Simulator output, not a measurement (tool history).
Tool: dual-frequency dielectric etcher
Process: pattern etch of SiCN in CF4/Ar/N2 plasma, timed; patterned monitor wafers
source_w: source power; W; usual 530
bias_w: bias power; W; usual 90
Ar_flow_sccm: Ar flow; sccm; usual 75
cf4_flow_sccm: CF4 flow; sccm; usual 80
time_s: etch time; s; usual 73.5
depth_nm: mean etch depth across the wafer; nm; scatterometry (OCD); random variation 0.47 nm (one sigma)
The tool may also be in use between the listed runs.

run	day	source_w	bias_w	Ar_flow_sccm	cf4_flow_sccm	time_s	read-back reference wafer on the same gauge, depth_nm	depth_nm
1	0.000	530	90	75	80	73.5	86.6	84.0
2	2.592	530	90	69	80	73.5	86.6	84.8
# day 3.400: source power generator calibrated
# day 7.979: wet clean of the chamber
3	8.000	440	104	84	91	73.5	87.2	79.2
4	10.050	440	69	87	80	73.5	87.4	61.1
5	11.196	530	90	75	80	73.5	87.4	84.4
# day 13.888: upper electrode replaced
6	13.908	530	90	75	80	73.5	87.7	84.4
7	15.075	530	90	75	80	73.5	87.9	84.6
# day 16.121: gauge calibrated
8	17.992	530	90	75	80	93.0	83.0	99.8
9	19.817	530	90	70	80	80.0	82.9	88.2
# day 20.279: Ar flow controller replaced
10	22.071	530	90	75	80	73.5	83.0	79.4
# day 22.554: bias power generator calibrated
11	23.354	530	90	58	80	94.5	83.0	105.3
12	25.746	580	90	82	80	73.5	83.1	86.0
13	28.533	640	76	75	95	94.0	83.1	113.5
14	31.158	530	100	75	80	73.5	83.1	85.4
15	33.917	630	90	82	80	73.5	83.1	92.5
# day 35.146: wet clean of the chamber
16	36.350	530	96	84	70	73.5	83.2	79.7
17	37.788	530	90	75	80	73.5	83.2	79.3

The next listed run, before its measurement:
18	38.800	530	103	75	67	73.5	?	?

{"run 18": {"read-back reference wafer on the same gauge, depth_nm": 83.2, "depth_nm": 83.4}}
Without the tool's hidden state the same run would have given depth_nm 82.7 nm.
